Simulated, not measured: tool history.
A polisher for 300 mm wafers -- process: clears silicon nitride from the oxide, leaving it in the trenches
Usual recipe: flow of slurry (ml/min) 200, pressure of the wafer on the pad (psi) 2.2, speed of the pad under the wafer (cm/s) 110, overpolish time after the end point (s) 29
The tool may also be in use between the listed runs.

| run | hour | flow of slurry (ml/min) | pressure of the wafer on the pad (psi) | speed of the pad under the wafer (cm/s) | overpolish time after the end point (s) | wafers since the last listed run | wafers polished on this pad | hours since the slurry nozzle was cleaned | hours since the head pressure was calibrated | incoming thickness of the incoming film, nm | time until the end point was called (s) |
|---|---|---|---|---|---|---|---|---|---|---|---|
| 1 | 0 | 200 | 2.2 | 102 | 29 | 0 | 213 | 345.8 | 243.1 | 76 | 101.5 |
|  | 41.2 | slurry nozzle cleaned |
| 2 | 92.2 | 200 | 2.2 | 102 | 29 | 420 | 633 | 51 | 335.3 | 74.1 | 99 |
| 3 | 143.6 | 200 | 2.2 | 110 | 29 | 236 | 869 | 102.4 | 386.7 | 75.3 | 93.2 |
| 4 | 224.8 | 200 | 2.2 | 110 | 29 | 373 | 1243 | 183.6 | 467.9 | 74.1 | 102.6 |
|  | 261.3 | worn pad replaced by a new one |
| 5 | 261.8 | 150 | 2.2 | 100 | 29 | 151 | 2 | 220.6 | 504.9 | 75 | 108.3 |
| 6 | 358.8 | 150 | 2.2 | 100 | 29 | 446 | 448 | 317.6 | 601.9 | 74.9 | 111.6 |
|  | 420.7 | slurry nozzle cleaned |
| 7 | 450.8 | 150 | 2.2 | 100 | 29 | 419 | 868 | 30.1 | 693.9 | 75.4 | 111.7 |
| 8 | 489.7 | 200 | 2.2 | 110 | 29 | 179 | 1047 | 69 | 732.8 | 73.4 | 103.3 |
| 9 | 576.1 | 200 | 2.2 | 110 | 29 | 397 | 1445 | 155.4 | 819.2 | 75.5 | 105.5 |
|  | 598.9 | worn pad replaced by a new one |
|  | 782.4 | slurry nozzle cleaned |
| 10 | 790.7 | 200 | 2.7 | 110 | 29 | 965 | 878 | 8.3 | 1033.8 | 74.5 | 83.9 |
| 11 | 845.4 | 200 | 2.7 | 110 | 29 | 251 | 1130 | 63 | 1088.5 | 75.5 | 83.3 |
|  | 874.7 | head pressure recalibrated |
| 12 | 935 | 200 | 2.2 | 110 | 29 | 403 | 1534 | 152.6 | 60.3 | 74.3 | 107.1 |
|  | 948.3 | worn pad replaced by a new one |
| 13 | 988.7 | 260 | 3 | 110 | 39 | 228 | 186 | 206.3 | 114 | 74.7 | 66.7 |
| 14 | 1090.8 | 225 | 2.2 | 110 | 29 | 470 | 656 | 308.4 | 216.1 | 75.2 | 95.3 |
| 15 | 1129.2 | 200 | 2 | 110 | 29 | 176 | 833 | 346.8 | 254.5 | 75.1 | 107.5 |
|  | 1148.8 | slurry nozzle cleaned |
| 16 | 1182.6 | 200 | 2.2 | 110 | 29 | 241 | 1074 | 33.8 | 307.9 | 75.2 | 102.8 |
| 17 | 1250.7 | 170 | 2.2 | 80 | 19 | 313 | 1388 | 101.9 | 376 | 75.5 | 133 |
|  | 1296.9 | worn pad replaced by a new one |
| 18 | 1320.2 | 130 | 1.6 | 110 | 45 | 301 | 107 | 171.4 | 445.5 | 75 | 137.2 |
| 19 | 1364.1 | 200 | 1.8 | 120 | 29 | 202 | 309 | 215.3 | 489.4 | 74.2 | 107 |
| 20 | 1412.6 | 170 | 2.6 | 82 | 13 | 223 | 533 | 263.8 | 537.9 | 74.7 | 104.8 |
|  | 1450.7 | slurry nozzle cleaned |
| 21 | 1454.1 | 200 | 2.2 | 110 | 29 | 186 | 719 | 3.4 | 579.4 | 74.3 | 98.4 |
| 22 | 1540.9 | 200 | 2.2 | 110 | 29 | 399 | 1119 | 90.2 | 666.2 | 75.2 | 97.5 |
| 23 | 1626.9 | 165 | 2.9 | 110 | 45 | 396 | 1515 | 176.2 | 752.2 | 74.4 | 80.9 |
| 24 | 1674 | 150 | 1.5 | 110 | 29 | 216 | 1732 | 223.3 | 799.3 | 74.2 | 164.9 |
|  | 1687.7 | worn pad replaced by a new one |
| 25 | 1750.1 | 200 | 2.2 | 110 | 29 | 332 | 287 | 299.4 | 875.4 | 74.7 | 96 |

Each row is a separate what-if for the run after 25, all from the same tool condition, not one after another. Results?
| A | 1750.6 | 200 | 2.2 | 110 | 42 | 2 | 289 | 299.9 | 875.9 | 74.2 | ? |
| B | 1750.6 | 235 | 1.7 | 110 | 29 | 2 | 289 | 299.9 | 875.9 | 74.2 | ? |
| C | 1750.6 | 160 | 1.8 | 146 | 24 | 2 | 289 | 299.9 | 875.9 | 74.2 | ? |

| run | time until the end point was called (s) |
|---|---|
| A | 95.2 |
| B | 120.6 |
| C | 95.3 |
With the hidden condition removed and each run's random variation left untouched, the same runs would have given:
| run | time until the end point was called (s) |
|---|---|
| A | 92.7 |
| B | 117.4 |
| C | 92.7 |

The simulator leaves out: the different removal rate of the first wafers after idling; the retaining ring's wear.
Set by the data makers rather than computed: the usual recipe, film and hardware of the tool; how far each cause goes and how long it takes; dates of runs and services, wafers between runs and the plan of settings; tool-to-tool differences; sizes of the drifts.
